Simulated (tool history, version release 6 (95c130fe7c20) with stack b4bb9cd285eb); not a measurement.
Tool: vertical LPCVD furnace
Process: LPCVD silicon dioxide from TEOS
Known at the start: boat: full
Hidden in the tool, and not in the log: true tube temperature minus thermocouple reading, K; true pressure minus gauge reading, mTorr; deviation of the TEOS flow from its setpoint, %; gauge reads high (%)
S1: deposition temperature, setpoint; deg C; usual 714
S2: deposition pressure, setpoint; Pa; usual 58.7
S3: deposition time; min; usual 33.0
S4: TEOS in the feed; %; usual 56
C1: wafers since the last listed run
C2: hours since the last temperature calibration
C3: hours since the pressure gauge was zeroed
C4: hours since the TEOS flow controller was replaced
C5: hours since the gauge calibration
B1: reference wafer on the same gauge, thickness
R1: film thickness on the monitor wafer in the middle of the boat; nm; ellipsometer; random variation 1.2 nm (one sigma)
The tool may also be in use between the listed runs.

run 1 hour=0.0 | S1=714 S2=58.7 S3=33.0 S4=56 | C1=0 C2=1376.8 C3=3133.6 C4=3623.8 C5=129.1 | B1=278.95 | R1=362.00
run 2 hour=11.1 | S1=714 S2=58.7 S3=33.0 S4=56 | C1=130 C2=1387.9 C3=3144.7 C4=3634.9 C5=140.2 | B1=278.92 | R1=361.83
run 3 hour=20.4 | S1=714 S2=58.7 S3=43.0 S4=56 | C1=109 C2=1397.2 C3=3154.0 C4=3644.2 C5=149.5 | B1=279.21 | R1=474.03
run 4 hour=33.0 | S1=714 S2=58.7 S3=33.0 S4=60 | C1=147 C2=1409.8 C3=3166.6 C4=3656.8 C5=162.1 | B1=279.05 | R1=375.46
run 5 hour=43.1 | S1=710 S2=58.7 S3=33.0 S4=49 | C1=118 C2=1419.9 C3=3176.7 C4=3666.9 C5=172.2 | B1=279.16 | R1=310.91
run 6 hour=53.4 | S1=710 S2=58.7 S3=33.0 S4=49 | C1=120 C2=1430.2 C3=3187.0 C4=3677.2 C5=182.5 | B1=278.79 | R1=310.53
run 7 hour=81.8 | S1=710 S2=58.7 S3=33.0 S4=49 | C1=333 C2=1458.6 C3=3215.4 C4=3705.6 C5=210.9 | B1=279.01 | R1=311.13
run 8 hour=101.3 | S1=714 S2=58.7 S3=33.0 S4=56 | C1=228 C2=1478.1 C3=3234.9 C4=3725.1 C5=230.4 | B1=278.90 | R1=363.33
-- hour=130.8 TEOS flow controller replaced
run 9 hour=131.3 | S1=714 S2=58.7 S3=33.0 S4=56 | C1=70 C2=1508.1 C3=3264.9 C4=0.5 C5=260.4 | B1=278.99 | R1=366.80
run 10 hour=136.2 | S1=709 S2=58.7 S3=33.0 S4=52 | C1=57 C2=1513.0 C3=3269.8 C4=5.4 C5=265.3 | B1=278.99 | R1=316.44
run 11 hour=149.1 | S1=709 S2=58.7 S3=33.0 S4=52 | C1=151 C2=1525.9 C3=3282.7 C4=18.3 C5=278.2 | B1=278.94 | R1=315.01
run 12 hour=168.9 | S1=709 S2=58.7 S3=33.0 S4=52 | C1=232 C2=1545.7 C3=3302.5 C4=38.1 C5=298.0 | B1=279.22 | R1=316.26
-- hour=203.1 gauge calibrated
-- hour=208.0 pressure gauge zeroed
-- hour=210.1 thermocouples replaced and temperature profile calibrated
run 13 hour=210.6 | S1=714 S2=58.7 S3=38.5 S4=56 | C1=183 C2=0.5 C3=2.6 C4=79.8 C5=7.5 | B1=279.21 | R1=402.22
run 14 hour=215.4 | S1=714 S2=58.7 S3=45.0 S4=56 | C1=56 C2=5.3 C3=7.4 C4=84.6 C5=12.3 | B1=278.99 | R1=471.26
run 15 hour=220.3 | S1=714 S2=58.7 S3=33.0 S4=56 | C1=57 C2=10.2 C3=12.3 C4=89.5 C5=17.2 | B1=279.04 | R1=346.38
run 16 hour=239.3 | S1=714 S2=58.7 S3=20.5 S4=56 | C1=223 C2=29.2 C3=31.3 C4=108.5 C5=36.2 | B1=278.87 | R1=214.74
run 17 hour=255.2 | S1=711 S2=44.7 S3=42.0 S4=53 | C1=186 C2=45.1 C3=47.2 C4=124.4 C5=52.1 | B1=278.95 | R1=348.56
run 18 hour=264.7 | S1=707 S2=68.7 S3=25.5 S4=59 | C1=111 C2=54.6 C3=56.7 C4=133.9 C5=61.6 | B1=278.84 | R1=252.87
run 19 hour=277.2 | S1=714 S2=58.7 S3=33.0 S4=67 | C1=146 C2=67.1 C3=69.2 C4=146.4 C5=74.1 | B1=278.93 | R1=377.01
run 20 hour=294.2 | S1=717 S2=72.7 S3=33.0 S4=50 | C1=199 C2=84.1 C3=86.2 C4=163.4 C5=91.1 | B1=278.90 | R1=388.13
run 21 hour=303.2 | S1=714 S2=68.7 S3=39.0 S4=56 | C1=105 C2=93.1 C3=95.2 C4=172.4 C5=100.1 | B1=278.89 | R1=440.94
run 22 hour=312.8 | S1=714 S2=58.7 S3=33.0 S4=56 | C1=112 C2=102.7 C3=104.8 C4=182.0 C5=109.7 | B1=279.00 | R1=345.05
run 23 hour=320.9 | S1=717 S2=58.7 S3=33.0 S4=62 | C1=95 C2=110.8 C3=112.9 C4=190.1 C5=117.8 | B1=279.02 | R1=387.77
run 24 hour=328.8 | S1=714 S2=58.7 S3=33.0 S4=56 | C1=92 C2=118.7 C3=120.8 C4=198.0 C5=125.7 | B1=279.14 | R1=342.59

How the hidden state differs across the entries between the runs, from the last listed run before each to the first after it:
Between runs 8 and 9: TEOS flow controller replaced (hour 130.8)
  true tube temperature minus thermocouple reading, K: 3.24 -> 3.37
  measured less the result without the state, R1: +25.57 -> +26.78 nm
Between runs 12 and 13: gauge calibrated (hour 203.1); pressure gauge zeroed (hour 208.0); thermocouples replaced and temperature profile calibrated (hour 210.1)
  true tube temperature minus thermocouple reading, K: 3.53 -> 0.719
  measured less the result without the state, R1: +24.41 -> +6.48 nm
